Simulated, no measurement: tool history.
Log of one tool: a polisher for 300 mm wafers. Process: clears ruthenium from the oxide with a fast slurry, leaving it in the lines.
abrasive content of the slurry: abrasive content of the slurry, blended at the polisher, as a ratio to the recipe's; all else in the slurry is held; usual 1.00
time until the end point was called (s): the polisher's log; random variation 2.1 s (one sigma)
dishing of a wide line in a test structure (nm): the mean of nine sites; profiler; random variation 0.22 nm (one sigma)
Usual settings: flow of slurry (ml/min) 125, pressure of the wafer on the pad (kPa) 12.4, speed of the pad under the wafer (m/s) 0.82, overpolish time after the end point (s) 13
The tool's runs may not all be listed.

run    hour  flow of slurry (ml/min)  pressure of the wafer on the pad (kPa)  speed of the pad under the wafer (m/s)  abrasive content of the slurry  overpolish time after the end point (s)  incoming thickness of the incoming film, nm  time until the end point was called (s)  dishing of a wide line in a test structure (nm)
  1     0.0                      110                                    12.4                                    0.82                            1.00                                       13                                        294.2                                    168.0                                             17.9
       55.1  -- worn pad replaced by a new one
  2    94.6                      110                                    12.4                                    0.82                            1.00                                       13                                        289.1                                    179.0                                             17.0
       98.2  -- slurry nozzle cleaned
      113.5  -- slurry blender recalibrated
  3   193.2                      110                                    12.4                                    0.82                            1.00                                       13                                        291.7                                    156.9                                             18.3
  4   270.4                      125                                    12.4                                    0.82                            1.00                                        7                                        286.8                                    154.8                                             10.9
  5   315.3                      125                                    12.4                                    0.82                            1.00                                        7                                        287.8                                    158.1                                             10.8
      357.8  -- worn pad replaced by a new one
      361.0  -- slurry blender recalibrated
  6   388.4                      125                                    12.4                                    0.82                            1.00                                       13                                        295.5                                    155.3                                             19.0
      398.4  -- slurry nozzle cleaned
  7   492.5                      125                                    12.4                                    0.82                            1.00                                       13                                        285.1                                    153.4                                             18.9
      548.3  -- head pressure recalibrated
  8   586.2                      125                                    12.4                                    0.82                            1.00                                       13                                        289.6                                    169.4                                             18.1
      637.5  -- worn pad replaced by a new one
      642.7  -- slurry blender recalibrated
  9   685.3                      125                                    12.4                                    0.82                            1.00                                       13                                        291.3                                    154.0                                             19.3
      740.4  -- slurry nozzle cleaned
 10   751.4                      125                                    11.0                                    0.82                            1.00                                       13                                        291.1                                    169.4                                             17.6
 11   850.5                      125                                    12.4                                    0.62                            0.75                                       13                                        286.3                                    278.3                                             11.3
      875.1  -- worn pad replaced by a new one
      927.1  -- slurry blender recalibrated
 12   927.6                      125                                    12.4                                    0.58                            1.00                                       13                                        290.3                                    207.7                                             15.1
 13   980.6                      125                                    12.4                                    1.10                            1.15                                       17                                        292.7                                    110.2                                             30.4
     1040.2  -- slurry nozzle cleaned
 14  1040.7                      125                                    12.4                                    0.82                            1.00                                       13                                        292.8                                    155.9                                             19.0
 15  1130.0                      125                                    10.3                                    0.60                            1.00                                        8                                        286.1                                    230.3                                              8.4
     1149.9  -- worn pad replaced by a new one
     1202.8  -- slurry blender recalibrated
 16  1225.3                      125                                    12.4                                    0.82                            1.00                                       13                                        291.1                                    153.4                                             19.0
 17  1277.6                      100                                    12.4                                    0.82                            1.10                                       13                                        293.1                                    148.6                                             19.4
     1358.4  -- slurry nozzle cleaned
 18  1362.2                      125                                    16.5                                    0.82                            1.00                                       13                                        293.6                                    133.4                                             21.8

3 ways to go on from here, each from the tool as it stands after run 18. What would each give?
  A  1362.7                      125                                    12.4                                    0.90                            1.00                                       13                                        289.3                                        ?                                                ?
  B  1362.7                       90                                    15.2                                    0.94                            0.75                                       13                                        289.3                                        ?                                                ?
  C  1362.7                      125                                    12.4                                    0.82                            0.90                                       13                                        289.3                                        ?                                                ?

run  time until the end point was called (s)  dishing of a wide line in a test structure (nm)
  A                                    149.2                                             19.6
  B                                    182.8                                             16.5
  C                                    177.7                                             16.9
Without the tool's hidden state the same runs would have given:
run  time until the end point was called (s)  dishing of a wide line in a test structure (nm)
  A                                    143.9                                             20.1
  B                                    174.4                                             17.2
  C                                    170.7                                             17.5
